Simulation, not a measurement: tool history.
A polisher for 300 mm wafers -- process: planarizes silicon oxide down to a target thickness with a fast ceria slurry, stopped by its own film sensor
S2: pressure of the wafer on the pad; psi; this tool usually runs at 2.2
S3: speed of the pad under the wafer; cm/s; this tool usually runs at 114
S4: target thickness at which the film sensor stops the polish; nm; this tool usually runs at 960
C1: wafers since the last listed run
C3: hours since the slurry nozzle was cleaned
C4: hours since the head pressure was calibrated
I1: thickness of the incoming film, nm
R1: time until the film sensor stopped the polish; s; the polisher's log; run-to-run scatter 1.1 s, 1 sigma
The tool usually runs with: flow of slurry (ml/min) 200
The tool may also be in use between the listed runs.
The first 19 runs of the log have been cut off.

Run 20, day 44.425: usual settings; C1 188; wafers polished on this pad 846; C3 251.1; C4 1243.4; I1 2180. Result: R1 92.1 s.
At day 47.546: head pressure recalibrated.
Run 21, day 52.271: usual settings but flow of slurry (ml/min) 230, S2 2 psi, S4 1328 nm; C1 1420; wafers polished on this pad 2266; C3 439.4; C4 113.4; I1 2156.3. Result: R1 63.7 s.
Run 22, day 53.783: usual settings; C1 276; wafers polished on this pad 2543; C3 475.7; C4 149.7; I1 2184.3. Result: R1 86.3 s.
At day 53.842: slurry nozzle cleaned.
Run 23, day 56.242: usual settings but flow of slurry (ml/min) 165, S2 2.6 psi, S3 152 cm/s; C1 442; wafers polished on this pad 2985; C3 57.6; C4 208.7; I1 2233.8. Result: R1 61.8 s.
At day 56.979: worn pad replaced by a new one.
Run 24, day 57.746: usual settings but flow of slurry (ml/min) 155; C1 244; wafers polished on this pad 139; C3 93.7; C4 244.8; I1 2176.4. Result: R1 88.9 s.
At day 60.05: head pressure recalibrated, repeated, since the last time left the tool worse.
Run 25, day 60.45: usual settings; C1 479; wafers polished on this pad 619; C3 158.6; C4 9.6; I1 2195.9. Result: R1 100.9 s.
Run 26, day 62.708: usual settings but flow of slurry (ml/min) 150, S3 98 cm/s; C1 413; wafers polished on this pad 1032; C3 212.8; C4 63.8; I1 2194.2. Result: R1 117.7 s.
Run 27, day 65.396: usual settings but S2 1.6 psi; C1 491; wafers polished on this pad 1524; C3 277.3; C4 128.3; I1 2195.7. Result: R1 139.2 s.
Run 28, day 66.688: usual settings but flow of slurry (ml/min) 145, S2 1.5 psi, S3 136 cm/s; C1 236; wafers polished on this pad 1760; C3 308.3; C4 159.3; I1 2162.3. Result: R1 130.2 s.
Run 29, day 68.946: usual settings but flow of slurry (ml/min) 250, S3 150 cm/s, S4 815 nm; C1 413; wafers polished on this pad 2173; C3 362.5; C4 213.5; I1 2198.4. Result: R1 90.1 s.
At day 69.171: slurry nozzle cleaned.
Run 30, day 70.725: usual settings but S4 1243 nm; C1 317; wafers polished on this pad 2491; C3 37.3; C4 256.2; I1 2198.1. Result: R1 78.4 s.
Run 31, day 72.346: usual settings but flow of slurry (ml/min) 165, S4 574 nm; C1 296; wafers polished on this pad 2788; C3 76.2; C4 295.1; I1 2187. Result: R1 134.2 s.
At day 73.112: worn pad replaced by a new one.
Run 32, day 74.238: usual settings but flow of slurry (ml/min) 235, S3 78 cm/s; C1 315; wafers polished on this pad 205; C3 121.6; C4 340.5; I1 2181.4. Result: R1 132.1 s.
Run 33, day 75.45: usual settings but flow of slurry (ml/min) 235, S2 2.8 psi, S3 136 cm/s, S4 1084 nm; C1 221; wafers polished on this pad 427; C3 150.7; C4 369.6; I1 2161.9. Result: R1 59.8 s.
Run 34, day 76.729: usual settings but S3 134 cm/s; C1 234; wafers polished on this pad 661; C3 181.4; C4 400.3; I1 2176.5. Result: R1 87.3 s.
Run 35, day 78.292: usual settings but flow of slurry (ml/min) 150, S3 138 cm/s, S4 1388 nm; C1 285; wafers polished on this pad 947; C3 218.9; C4 437.8; I1 2209.7. Result: R1 59.2 s.

Forecast each of these 5 alternatives for the next run:
Run A, day 78.308: usual settings; C1 3; wafers polished on this pad 950; C3 219.3; C4 438.2; I1 2203.1. Result: R1 ?.
Run B, day 78.308: usual settings but flow of slurry (ml/min) 245, S4 1120 nm; C1 3; wafers polished on this pad 950; C3 219.3; C4 438.2; I1 2203.1. Result: R1 ?.
Run C, day 78.308: usual settings but flow of slurry (ml/min) 225, S2 2 psi, S3 78 cm/s, S4 1195 nm; C1 3; wafers polished on this pad 950; C3 219.3; C4 438.2; I1 2203.1. Result: R1 ?.
Run D, day 78.308: usual settings but S4 627 nm; C1 3; wafers polished on this pad 950; C3 219.3; C4 438.2; I1 2203.1. Result: R1 ?.
Run E, day 78.308: usual settings but flow of slurry (ml/min) 150, S2 1.8 psi; C1 3; wafers polished on this pad 950; C3 219.3; C4 438.2; I1 2203.1. Result: R1 ?.

run     R1
  A  102.2
  B   87.6
  C  121.3
  D  129.5
  E  127.8
Take away the tool's hidden state, keep each run's random variation, and the runs would have read:
run     R1
  A  102.4
  B   87.9
  C  121.6
  D  129.9
  E  128.1
